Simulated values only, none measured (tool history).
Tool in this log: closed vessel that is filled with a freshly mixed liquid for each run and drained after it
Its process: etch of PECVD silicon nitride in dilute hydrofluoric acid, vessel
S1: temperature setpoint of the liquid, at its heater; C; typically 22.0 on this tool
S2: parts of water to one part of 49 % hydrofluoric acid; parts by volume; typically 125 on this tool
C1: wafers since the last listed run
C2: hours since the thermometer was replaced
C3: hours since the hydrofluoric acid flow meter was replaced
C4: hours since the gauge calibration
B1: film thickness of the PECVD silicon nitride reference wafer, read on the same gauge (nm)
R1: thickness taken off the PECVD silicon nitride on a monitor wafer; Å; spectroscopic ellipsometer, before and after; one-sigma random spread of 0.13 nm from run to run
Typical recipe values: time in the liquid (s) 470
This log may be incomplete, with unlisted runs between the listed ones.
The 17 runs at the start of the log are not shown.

{"run": 18, "hour": 1011.8, "S1": 22.0, "S2": 125, "time in the liquid (s)": 655, "C1": 2971, "C2": 1243.3, "C3": 688.8, "C4": 122.0, "B1": 49.99, "R1": 253.1}
{"run": 19, "hour": 1072.7, "S1": 17.5, "S2": 95, "time in the liquid (s)": 470, "C1": 3093, "C2": 1304.2, "C3": 749.7, "C4": 182.9, "B1": 50.0, "R1": 172.3}
{"run": 20, "hour": 1124.4, "S1": 22.0, "S2": 125, "time in the liquid (s)": 470, "C1": 2626, "C2": 1355.9, "C3": 801.4, "C4": 234.6, "B1": 50.02, "R1": 178.0}
{"run": 21, "hour": 1151.2, "S1": 22.0, "S2": 125, "time in the liquid (s)": 670, "C1": 1361, "C2": 1382.7, "C3": 828.2, "C4": 261.4, "B1": 50.03, "R1": 255.5}
{"run": 22, "hour": 1188.0, "S1": 22.0, "S2": 125, "time in the liquid (s)": 470, "C1": 1869, "C2": 1419.5, "C3": 865.0, "C4": 298.2, "B1": 50.0, "R1": 178.9}
{"hour": 1208.7, "done": "thermometer replaced"}
{"run": 23, "hour": 1235.7, "S1": 22.0, "S2": 125, "time in the liquid (s)": 470, "C1": 2372, "C2": 27.0, "C3": 912.7, "C4": 345.9, "B1": 49.99, "R1": 186.0}
{"hour": 1239.1, "done": "hydrofluoric acid flow meter replaced"}
{"run": 24, "hour": 1273.9, "S1": 18.0, "S2": 125, "time in the liquid (s)": 580, "C1": 1889, "C2": 65.2, "C3": 34.8, "C4": 384.1, "B1": 49.99, "R1": 177.1}
{"run": 25, "hour": 1313.4, "S1": 25.0, "S2": 160, "time in the liquid (s)": 195, "C1": 2006, "C2": 104.7, "C3": 74.3, "C4": 423.6, "B1": 49.97, "R1": 74.7}
{"run": 26, "hour": 1358.1, "S1": 22.0, "S2": 125, "time in the liquid (s)": 470, "C1": 2270, "C2": 149.4, "C3": 119.0, "C4": 468.3, "B1": 50.02, "R1": 187.5}
{"run": 27, "hour": 1423.7, "S1": 17.5, "S2": 125, "time in the liquid (s)": 470, "C1": 3332, "C2": 215.0, "C3": 184.6, "C4": 533.9, "B1": 49.99, "R1": 138.4}
{"run": 28, "hour": 1473.3, "S1": 22.0, "S2": 180, "time in the liquid (s)": 470, "C1": 2519, "C2": 264.6, "C3": 234.2, "C4": 583.5, "B1": 50.02, "R1": 131.1}
{"run": 29, "hour": 1557.4, "S1": 20.5, "S2": 125, "time in the liquid (s)": 470, "C1": 4272, "C2": 348.7, "C3": 318.3, "C4": 667.6, "B1": 50.0, "R1": 167.4}
{"run": 30, "hour": 1612.3, "S1": 22.0, "S2": 125, "time in the liquid (s)": 655, "C1": 2789, "C2": 403.6, "C3": 373.2, "C4": 722.5, "B1": 49.99, "R1": 258.8}
{"run": 31, "hour": 1667.1, "S1": 24.0, "S2": 180, "time in the liquid (s)": 395, "C1": 2783, "C2": 458.4, "C3": 428.0, "C4": 777.3, "B1": 50.06, "R1": 123.5}
{"run": 32, "hour": 1723.3, "S1": 26.0, "S2": 125, "time in the liquid (s)": 470, "C1": 2855, "C2": 514.6, "C3": 484.2, "C4": 833.5, "B1": 49.96, "R1": 242.5}

Branching from run 32: 4 alternative next runs. What would each branch give?
{"run": "A", "hour": 1724.1, "S1": 22.0, "S2": 165, "time in the liquid (s)": 470, "C1": 40, "C2": 515.4, "C3": 485.0, "C4": 834.3, "B1": "?", "R1": "?"}
{"run": "B", "hour": 1724.1, "S1": 25.0, "S2": 125, "time in the liquid (s)": 470, "C1": 40, "C2": 515.4, "C3": 485.0, "C4": 834.3, "B1": "?", "R1": "?"}
{"run": "C", "hour": 1724.1, "S1": 18.5, "S2": 145, "time in the liquid (s)": 695, "C1": 40, "C2": 515.4, "C3": 485.0, "C4": 834.3, "B1": "?", "R1": "?"}
{"run": "D", "hour": 1724.1, "S1": 17.0, "S2": 185, "time in the liquid (s)": 335, "C1": 40, "C2": 515.4, "C3": 485.0, "C4": 834.3, "B1": "?", "R1": "?"}

run=A B1=49.95 R1=140.3
run=B B1=49.95 R1=224.2
run=C B1=49.95 R1=186.2
run=D B1=49.95 R1=64.1
Without the tool's hidden state the same runs would have given:
run=A R1=144.2
run=B R1=230.4
run=C R1=191.6
run=D R1=65.9
